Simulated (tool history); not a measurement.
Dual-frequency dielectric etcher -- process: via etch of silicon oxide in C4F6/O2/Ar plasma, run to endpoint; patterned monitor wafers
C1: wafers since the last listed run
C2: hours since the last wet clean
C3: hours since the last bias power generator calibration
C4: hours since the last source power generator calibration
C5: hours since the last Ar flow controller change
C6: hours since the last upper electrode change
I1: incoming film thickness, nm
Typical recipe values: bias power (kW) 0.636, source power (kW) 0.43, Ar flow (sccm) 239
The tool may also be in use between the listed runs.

{"run": 1, "hour": 0.0, "bias power (kW)": 0.636, "source power (kW)": 0.43, "Ar flow (sccm)": 239, "C1": 0, "C2": 300.3, "C3": 4201.4, "C4": 2430.7, "C5": 1372.6, "C6": 56.4, "I1": 180.8, "endpoint time (s)": 32.4}
{"run": 2, "hour": 20.1, "bias power (kW)": 0.636, "source power (kW)": 0.43, "Ar flow (sccm)": 239, "C1": 262, "C2": 320.4, "C3": 4221.5, "C4": 2450.8, "C5": 1392.7, "C6": 76.5, "I1": 182.4, "endpoint time (s)": 32.2}
{"run": 3, "hour": 36.0, "bias power (kW)": 0.636, "source power (kW)": 0.43, "Ar flow (sccm)": 239, "C1": 207, "C2": 336.3, "C3": 4237.4, "C4": 2466.7, "C5": 1408.6, "C6": 92.4, "I1": 182, "endpoint time (s)": 32.3}
{"run": 4, "hour": 68.5, "bias power (kW)": 0.636, "source power (kW)": 0.43, "Ar flow (sccm)": 239, "C1": 424, "C2": 368.8, "C3": 4269.9, "C4": 2499.2, "C5": 1441.1, "C6": 124.9, "I1": 181.8, "endpoint time (s)": 32.1}
{"hour": 86.8, "done": "bias power generator calibrated"}
{"run": 5, "hour": 103.8, "bias power (kW)": 0.636, "source power (kW)": 0.43, "Ar flow (sccm)": 239, "C1": 408, "C2": 404.1, "C3": 17, "C4": 2534.5, "C5": 1476.4, "C6": 160.2, "I1": 182.8, "endpoint time (s)": 32.3}
{"run": 6, "hour": 128.7, "bias power (kW)": 0.636, "source power (kW)": 0.34, "Ar flow (sccm)": 239, "C1": 324, "C2": 429, "C3": 41.9, "C4": 2559.4, "C5": 1501.3, "C6": 185.1, "I1": 181.1, "endpoint time (s)": 34.5}
{"run": 7, "hour": 162.3, "bias power (kW)": 0.716, "source power (kW)": 0.51, "Ar flow (sccm)": 297, "C1": 438, "C2": 462.6, "C3": 75.5, "C4": 2593, "C5": 1534.9, "C6": 218.7, "I1": 182.5, "endpoint time (s)": 29.2}
{"hour": 170.7, "done": "Ar flow controller replaced"}
{"run": 8, "hour": 184.9, "bias power (kW)": 0.702, "source power (kW)": 0.43, "Ar flow (sccm)": 272, "C1": 216, "C2": 485.2, "C3": 98.1, "C4": 2615.6, "C5": 14.2, "C6": 241.3, "I1": 182.9, "endpoint time (s)": 31}
{"hour": 234.7, "done": "wet clean of the chamber"}
{"run": 9, "hour": 235.2, "bias power (kW)": 0.784, "source power (kW)": 0.34, "Ar flow (sccm)": 194, "C1": 343, "C2": 0.5, "C3": 148.4, "C4": 2665.9, "C5": 64.5, "C6": 291.6, "I1": 180.6, "endpoint time (s)": 32.1}
{"run": 10, "hour": 246.0, "bias power (kW)": 0.636, "source power (kW)": 0.37, "Ar flow (sccm)": 239, "C1": 140, "C2": 11.3, "C3": 159.2, "C4": 2676.7, "C5": 75.3, "C6": 302.4, "I1": 180.5, "endpoint time (s)": 35.1}
{"run": 11, "hour": 275.7, "bias power (kW)": 0.708, "source power (kW)": 0.34, "Ar flow (sccm)": 271, "C1": 387, "C2": 41, "C3": 188.9, "C4": 2706.4, "C5": 105, "C6": 332.1, "I1": 181.9, "endpoint time (s)": 34.9}
{"hour": 363.0, "done": "source power generator calibrated"}
{"run": 12, "hour": 363.5, "bias power (kW)": 0.704, "source power (kW)": 0.5, "Ar flow (sccm)": 211, "C1": 1093, "C2": 128.8, "C3": 276.7, "C4": 0.5, "C5": 192.8, "C6": 419.9, "I1": 180.5, "endpoint time (s)": 29.6}
{"run": 13, "hour": 379.9, "bias power (kW)": 0.76, "source power (kW)": 0.36, "Ar flow (sccm)": 196, "C1": 214, "C2": 145.2, "C3": 293.1, "C4": 16.9, "C5": 209.2, "C6": 436.3, "I1": 181, "endpoint time (s)": 31.7}
{"run": 14, "hour": 395.3, "bias power (kW)": 0.695, "source power (kW)": 0.43, "Ar flow (sccm)": 239, "C1": 200, "C2": 160.6, "C3": 308.5, "C4": 32.3, "C5": 224.6, "C6": 451.7, "I1": 182.8, "endpoint time (s)": 31.8}
{"run": 15, "hour": 420.7, "bias power (kW)": 0.533, "source power (kW)": 0.36, "Ar flow (sccm)": 239, "C1": 331, "C2": 186, "C3": 333.9, "C4": 57.7, "C5": 250, "C6": 477.1, "I1": 181.6, "endpoint time (s)": 37.8}
{"run": 16, "hour": 440.3, "bias power (kW)": 0.636, "source power (kW)": 0.33, "Ar flow (sccm)": 239, "C1": 255, "C2": 205.6, "C3": 353.5, "C4": 77.3, "C5": 269.6, "C6": 496.7, "I1": 181.3, "endpoint time (s)": 35.9}
{"run": 17, "hour": 463.5, "bias power (kW)": 0.636, "source power (kW)": 0.43, "Ar flow (sccm)": 211, "C1": 302, "C2": 228.8, "C3": 376.7, "C4": 100.5, "C5": 292.8, "C6": 519.9, "I1": 179.9, "endpoint time (s)": 32.2}
{"run": 18, "hour": 475.7, "bias power (kW)": 0.636, "source power (kW)": 0.43, "Ar flow (sccm)": 239, "C1": 159, "C2": 241, "C3": 388.9, "C4": 112.7, "C5": 305, "C6": 532.1, "I1": 180.6, "endpoint time (s)": 32.7}
{"run": 19, "hour": 493.6, "bias power (kW)": 0.636, "source power (kW)": 0.43, "Ar flow (sccm)": 224, "C1": 233, "C2": 258.9, "C3": 406.8, "C4": 130.6, "C5": 322.9, "C6": 550, "I1": 181.5, "endpoint time (s)": 32.3}
{"run": 20, "hour": 513.7, "bias power (kW)": 0.782, "source power (kW)": 0.43, "Ar flow (sccm)": 239, "C1": 262, "C2": 279, "C3": 426.9, "C4": 150.7, "C5": 343, "C6": 570.1, "I1": 182.2, "endpoint time (s)": 29.8}
{"run": 21, "hour": 533.3, "bias power (kW)": 0.586, "source power (kW)": 0.43, "Ar flow (sccm)": 239, "C1": 255, "C2": 298.6, "C3": 446.5, "C4": 170.3, "C5": 362.6, "C6": 589.7, "I1": 181.4, "endpoint time (s)": 34}
{"run": 22, "hour": 558.0, "bias power (kW)": 0.586, "source power (kW)": 0.43, "Ar flow (sccm)": 239, "C1": 322, "C2": 323.3, "C3": 471.2, "C4": 195, "C5": 387.3, "C6": 614.4, "I1": 181.2, "endpoint time (s)": 33.4}
{"run": 23, "hour": 588.9, "bias power (kW)": 0.636, "source power (kW)": 0.43, "Ar flow (sccm)": 239, "C1": 403, "C2": 354.2, "C3": 502.1, "C4": 225.9, "C5": 418.2, "C6": 645.3, "I1": 181.3, "endpoint time (s)": 32.3}
{"run": 24, "hour": 602.7, "bias power (kW)": 0.78, "source power (kW)": 0.32, "Ar flow (sccm)": 273, "C1": 180, "C2": 368, "C3": 515.9, "C4": 239.7, "C5": 432, "C6": 659.1, "I1": 182, "endpoint time (s)": 32.9}
{"run": 25, "hour": 631.6, "bias power (kW)": 0.532, "source power (kW)": 0.46, "Ar flow (sccm)": 196, "C1": 377, "C2": 396.9, "C3": 544.8, "C4": 268.6, "C5": 460.9, "C6": 688, "I1": 182.2, "endpoint time (s)": 33.1}
{"run": 26, "hour": 664.9, "bias power (kW)": 0.636, "source power (kW)": 0.49, "Ar flow (sccm)": 239, "C1": 434, "C2": 430.2, "C3": 578.1, "C4": 301.9, "C5": 494.2, "C6": 721.3, "I1": 183, "endpoint time (s)": 30.8}
{"run": 27, "hour": 694.4, "bias power (kW)": 0.765, "source power (kW)": 0.39, "Ar flow (sccm)": 182, "C1": 385, "C2": 459.7, "C3": 607.6, "C4": 331.4, "C5": 523.7, "C6": 750.8, "I1": 180, "endpoint time (s)": 29}
{"hour": 723.8, "done": "wet clean of the chamber"}
{"run": 28, "hour": 724.3, "bias power (kW)": 0.692, "source power (kW)": 0.38, "Ar flow (sccm)": 195, "C1": 77, "C2": 0.5, "C3": 637.5, "C4": 361.3, "C5": 553.6, "C6": 780.7, "I1": 181, "endpoint time (s)": 32.2}
{"run": 29, "hour": 756.9, "bias power (kW)": 0.753, "source power (kW)": 0.43, "Ar flow (sccm)": 239, "C1": 425, "C2": 33.1, "C3": 670.1, "C4": 393.9, "C5": 586.2, "C6": 813.3, "I1": 182, "endpoint time (s)": 30.8}

Predict each of these 4 candidate next runs independently; none follows another, all start after run 29:
{"run": "A", "hour": 757.3, "bias power (kW)": 0.636, "source power (kW)": 0.43, "Ar flow (sccm)": 239, "C1": 5, "C2": 33.5, "C3": 670.5, "C4": 394.3, "C5": 586.6, "C6": 813.7, "I1": 181, "endpoint time (s)": "?"}
{"run": "B", "hour": 757.3, "bias power (kW)": 0.752, "source power (kW)": 0.43, "Ar flow (sccm)": 239, "C1": 5, "C2": 33.5, "C3": 670.5, "C4": 394.3, "C5": 586.6, "C6": 813.7, "I1": 181, "endpoint time (s)": "?"}
{"run": "C", "hour": 757.3, "bias power (kW)": 0.636, "source power (kW)": 0.47, "Ar flow (sccm)": 182, "C1": 5, "C2": 33.5, "C3": 670.5, "C4": 394.3, "C5": 586.6, "C6": 813.7, "I1": 181, "endpoint time (s)": "?"}
{"run": "D", "hour": 757.3, "bias power (kW)": 0.749, "source power (kW)": 0.46, "Ar flow (sccm)": 267, "C1": 5, "C2": 33.5, "C3": 670.5, "C4": 394.3, "C5": 586.6, "C6": 813.7, "I1": 181, "endpoint time (s)": "?"}

run=A endpoint_time_(s)=33.4
run=B endpoint_time_(s)=31
run=C endpoint_time_(s)=31.2
run=D endpoint_time_(s)=30.9
Without the tool's hidden state the same runs would have given:
run=A endpoint_time_(s)=33.5
run=B endpoint_time_(s)=31.2
run=C endpoint_time_(s)=31.3
run=D endpoint_time_(s)=31

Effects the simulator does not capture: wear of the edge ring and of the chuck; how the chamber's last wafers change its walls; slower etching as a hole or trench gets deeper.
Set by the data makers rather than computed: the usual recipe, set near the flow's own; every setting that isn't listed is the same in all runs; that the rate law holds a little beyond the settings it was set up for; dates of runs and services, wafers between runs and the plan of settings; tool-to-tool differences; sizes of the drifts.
